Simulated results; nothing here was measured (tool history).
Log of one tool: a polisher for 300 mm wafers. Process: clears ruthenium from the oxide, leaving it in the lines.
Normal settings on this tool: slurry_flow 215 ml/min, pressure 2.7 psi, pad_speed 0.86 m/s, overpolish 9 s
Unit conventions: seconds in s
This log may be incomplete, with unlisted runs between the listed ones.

run,day,slurry_flow,pressure,pad_speed,overpolish,"incoming thickness of the incoming film, nm",seconds
1,0.000,215,2.7,0.86,9,99.6,73.7
2,0.608,215,2.7,0.86,9,100.5,71.4
3,1.079,215,2.7,0.86,9,99.6,71.6
4,1.450,215,2.7,0.86,9,100.5,73.3
5,2.142,215,2.7,0.86,9,100.1,71.6
6,2.483,215,2.7,0.86,9,99.9,71.7
7,3.046,215,2.7,0.86,11,99.1,71.5
8,3.446,215,2.7,0.76,6,101.4,80.7
# day 4.062: worn pad replaced by a new one
9,4.083,215,2.7,0.76,6,101.0,80.5
# day 4.562: slurry nozzle cleaned
10,4.700,215,2.7,0.86,9,99.0,70.0
11,6.088,215,2.7,0.86,9,97.8,68.1
12,6.688,215,2.7,0.96,9,98.8,62.9
13,7.283,215,2.7,0.86,11,101.7,70.4
14,7.542,215,2.7,0.86,5,100.9,69.8
15,8.083,215,2.7,0.86,9,101.2,69.3
16,8.375,215,2.7,0.86,9,99.2,69.7
17,9.088,150,2.7,0.86,5,98.3,72.0

Expected results for the next run?
# day 9.483: worn pad replaced by a new one
# day 10.067: head pressure recalibrated
18,10.117,150,3.4,1.06,6,99.6,?

seconds: 53.6 s
The same run, on a tool lacking any hidden state, would have yielded seconds 53.5 s.
